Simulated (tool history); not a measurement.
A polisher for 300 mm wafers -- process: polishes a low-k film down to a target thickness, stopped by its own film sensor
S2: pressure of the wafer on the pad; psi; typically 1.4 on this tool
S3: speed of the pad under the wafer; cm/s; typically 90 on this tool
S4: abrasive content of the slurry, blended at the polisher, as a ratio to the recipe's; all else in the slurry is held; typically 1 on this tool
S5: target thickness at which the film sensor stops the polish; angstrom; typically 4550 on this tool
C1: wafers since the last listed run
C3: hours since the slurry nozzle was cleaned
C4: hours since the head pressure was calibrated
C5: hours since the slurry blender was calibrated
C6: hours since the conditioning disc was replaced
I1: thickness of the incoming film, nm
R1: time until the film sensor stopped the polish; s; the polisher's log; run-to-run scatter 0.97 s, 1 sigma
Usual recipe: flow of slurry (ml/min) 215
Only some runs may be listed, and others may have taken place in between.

{"run": 1, "hour": 0.0, "flow of slurry (ml/min)": 215, "S2": 1.4, "S3": 90, "S4": 1, "S5": 4550, "C1": 0, "wafers polished on this pad": 123, "C3": 148.5, "C4": 355.3, "C5": 10.4, "C6": 353.3, "I1": 461.6, "R1": 30.5}
{"run": 2, "hour": 13.7, "flow of slurry (ml/min)": 215, "S2": 1.4, "S3": 90, "S4": 1, "S5": 4550, "C1": 139, "wafers polished on this pad": 262, "C3": 162.2, "C4": 369, "C5": 24.1, "C6": 367, "I1": 469.5, "R1": 67.8}
{"run": 3, "hour": 26.0, "flow of slurry (ml/min)": 215, "S2": 1.4, "S3": 90, "S4": 1, "S5": 4550, "C1": 125, "wafers polished on this pad": 387, "C3": 174.5, "C4": 381.3, "C5": 36.4, "C6": 379.3, "I1": 467.6, "R1": 62.3}
{"run": 4, "hour": 36.5, "flow of slurry (ml/min)": 215, "S2": 1.4, "S3": 90, "S4": 1, "S5": 4550, "C1": 106, "wafers polished on this pad": 494, "C3": 185, "C4": 391.8, "C5": 46.9, "C6": 389.8, "I1": 461.3, "R1": 31.7}
{"run": 5, "hour": 51.7, "flow of slurry (ml/min)": 215, "S2": 1.4, "S3": 90, "S4": 1, "S5": 4550, "C1": 154, "wafers polished on this pad": 649, "C3": 200.2, "C4": 407, "C5": 62.1, "C6": 405, "I1": 470.1, "R1": 79.8}
{"hour": 62.2, "done": "worn pad replaced by a new one"}
{"run": 6, "hour": 64.3, "flow of slurry (ml/min)": 215, "S2": 1.4, "S3": 90, "S4": 1, "S5": 4550, "C1": 87, "wafers polished on this pad": 21, "C3": 212.8, "C4": 419.6, "C5": 74.7, "C6": 417.6, "I1": 463.7, "R1": 41.7}
{"run": 7, "hour": 72.2, "flow of slurry (ml/min)": 215, "S2": 1.4, "S3": 90, "S4": 1, "S5": 4550, "C1": 80, "wafers polished on this pad": 101, "C3": 220.7, "C4": 427.5, "C5": 82.6, "C6": 425.5, "I1": 465.1, "R1": 47.8}
{"hour": 78.8, "done": "conditioning disc replaced and pad reconditioned"}
{"run": 8, "hour": 87.6, "flow of slurry (ml/min)": 215, "S2": 1.4, "S3": 90, "S4": 1, "S5": 4550, "C1": 136, "wafers polished on this pad": 238, "C3": 236.1, "C4": 442.9, "C5": 98, "C6": 8.8, "I1": 463.3, "R1": 39.4}
{"run": 9, "hour": 101.2, "flow of slurry (ml/min)": 215, "S2": 1.4, "S3": 90, "S4": 1, "S5": 4550, "C1": 138, "wafers polished on this pad": 376, "C3": 249.7, "C4": 456.5, "C5": 111.6, "C6": 22.4, "I1": 472.2, "R1": 84.4}
{"hour": 104.8, "done": "slurry nozzle cleaned"}
{"hour": 105.9, "done": "head pressure recalibrated"}
{"run": 10, "hour": 113.1, "flow of slurry (ml/min)": 215, "S2": 1.4, "S3": 90, "S4": 1, "S5": 4550, "C1": 99, "wafers polished on this pad": 476, "C3": 8.3, "C4": 7.2, "C5": 123.5, "C6": 34.3, "I1": 470.7, "R1": 72.4}
{"run": 11, "hour": 125.7, "flow of slurry (ml/min)": 190, "S2": 1.4, "S3": 90, "S4": 1.2, "S5": 4550, "C1": 128, "wafers polished on this pad": 604, "C3": 20.9, "C4": 19.8, "C5": 136.1, "C6": 46.9, "I1": 464.7, "R1": 43.2}
{"run": 12, "hour": 132.9, "flow of slurry (ml/min)": 215, "S2": 1.4, "S3": 114, "S4": 1, "S5": 4550, "C1": 73, "wafers polished on this pad": 677, "C3": 28.1, "C4": 27, "C5": 143.3, "C6": 54.1, "I1": 472.6, "R1": 76.2}
{"run": 13, "hour": 150.4, "flow of slurry (ml/min)": 215, "S2": 1.4, "S3": 90, "S4": 1, "S5": 4550, "C1": 177, "wafers polished on this pad": 855, "C3": 45.6, "C4": 44.5, "C5": 160.8, "C6": 71.6, "I1": 473.1, "R1": 92.7}
{"hour": 154.8, "done": "slurry blender recalibrated"}
{"hour": 157.1, "done": "worn pad replaced by a new one"}
{"run": 14, "hour": 158.3, "flow of slurry (ml/min)": 215, "S2": 1.6, "S3": 64, "S4": 1, "S5": 4550, "C1": 36, "wafers polished on this pad": 12, "C3": 53.5, "C4": 52.4, "C5": 3.5, "C6": 79.5, "I1": 465.8, "R1": 50.5}
{"run": 15, "hour": 168.2, "flow of slurry (ml/min)": 215, "S2": 1.4, "S3": 90, "S4": 1, "S5": 4570, "C1": 100, "wafers polished on this pad": 112, "C3": 63.4, "C4": 62.3, "C5": 13.4, "C6": 89.4, "I1": 472.7, "R1": 69}
{"run": 16, "hour": 179.9, "flow of slurry (ml/min)": 215, "S2": 1.4, "S3": 90, "S4": 1, "S5": 4550, "C1": 118, "wafers polished on this pad": 231, "C3": 75.1, "C4": 74, "C5": 25.1, "C6": 101.1, "I1": 467.3, "R1": 56.7}
{"run": 17, "hour": 191.5, "flow of slurry (ml/min)": 140, "S2": 1, "S3": 90, "S4": 1, "S5": 4550, "C1": 117, "wafers polished on this pad": 349, "C3": 86.7, "C4": 85.6, "C5": 36.7, "C6": 112.7, "I1": 465.2, "R1": 67.7}
{"run": 18, "hour": 202.2, "flow of slurry (ml/min)": 215, "S2": 1.7, "S3": 110, "S4": 1, "S5": 4580, "C1": 108, "wafers polished on this pad": 458, "C3": 97.4, "C4": 96.3, "C5": 47.4, "C6": 123.4, "I1": 467, "R1": 34.3}
{"run": 19, "hour": 210.2, "flow of slurry (ml/min)": 260, "S2": 1.6, "S3": 58, "S4": 0.9, "S5": 4550, "C1": 81, "wafers polished on this pad": 540, "C3": 105.4, "C4": 104.3, "C5": 55.4, "C6": 131.4, "I1": 472.7, "R1": 99.7}
{"run": 20, "hour": 218.3, "flow of slurry (ml/min)": 215, "S2": 1.4, "S3": 90, "S4": 0.7, "S5": 4550, "C1": 82, "wafers polished on this pad": 622, "C3": 113.5, "C4": 112.4, "C5": 63.5, "C6": 139.5, "I1": 472.6, "R1": 113.3}
{"run": 21, "hour": 231.0, "flow of slurry (ml/min)": 150, "S2": 1.7, "S3": 80, "S4": 1.25, "S5": 4550, "C1": 129, "wafers polished on this pad": 751, "C3": 126.2, "C4": 125.1, "C5": 76.2, "C6": 152.2, "I1": 467.7, "R1": 59.6}
{"hour": 248.4, "done": "worn pad replaced by a new one"}
{"run": 22, "hour": 248.9, "flow of slurry (ml/min)": 215, "S2": 0.9, "S3": 90, "S4": 0.8, "S5": 4590, "C1": 141, "wafers polished on this pad": 5, "C3": 144.1, "C4": 143, "C5": 94.1, "C6": 170.1, "I1": 469.4, "R1": 74.5}

Here are 4 independent what-if runs from the current tool condition. What would each one return?
{"run": "A", "hour": 249.3, "flow of slurry (ml/min)": 215, "S2": 1.4, "S3": 90, "S4": 1, "S5": 4580, "C1": 4, "wafers polished on this pad": 9, "C3": 144.5, "C4": 143.4, "C5": 94.5, "C6": 170.5, "I1": 472, "R1": "?"}
{"run": "B", "hour": 249.3, "flow of slurry (ml/min)": 215, "S2": 1, "S3": 102, "S4": 1, "S5": 4580, "C1": 4, "wafers polished on this pad": 9, "C3": 144.5, "C4": 143.4, "C5": 94.5, "C6": 170.5, "I1": 472, "R1": "?"}
{"run": "C", "hour": 249.3, "flow of slurry (ml/min)": 215, "S2": 1.4, "S3": 102, "S4": 1.25, "S5": 4550, "C1": 4, "wafers polished on this pad": 9, "C3": 144.5, "C4": 143.4, "C5": 94.5, "C6": 170.5, "I1": 472, "R1": "?"}
{"run": "D", "hour": 249.3, "flow of slurry (ml/min)": 215, "S2": 1.4, "S3": 90, "S4": 1.2, "S5": 4550, "C1": 4, "wafers polished on this pad": 9, "C3": 144.5, "C4": 143.4, "C5": 94.5, "C6": 170.5, "I1": 472, "R1": "?"}

run=A R1=62.4
run=B R1=73.7
run=C R1=63.8
run=D R1=69.1
The same runs, with their run-to-run variation unchanged, on a tool lacking any hidden condition would have given:
run=A R1=57.3
run=B R1=67.6
run=C R1=58.5
run=D R1=63.4
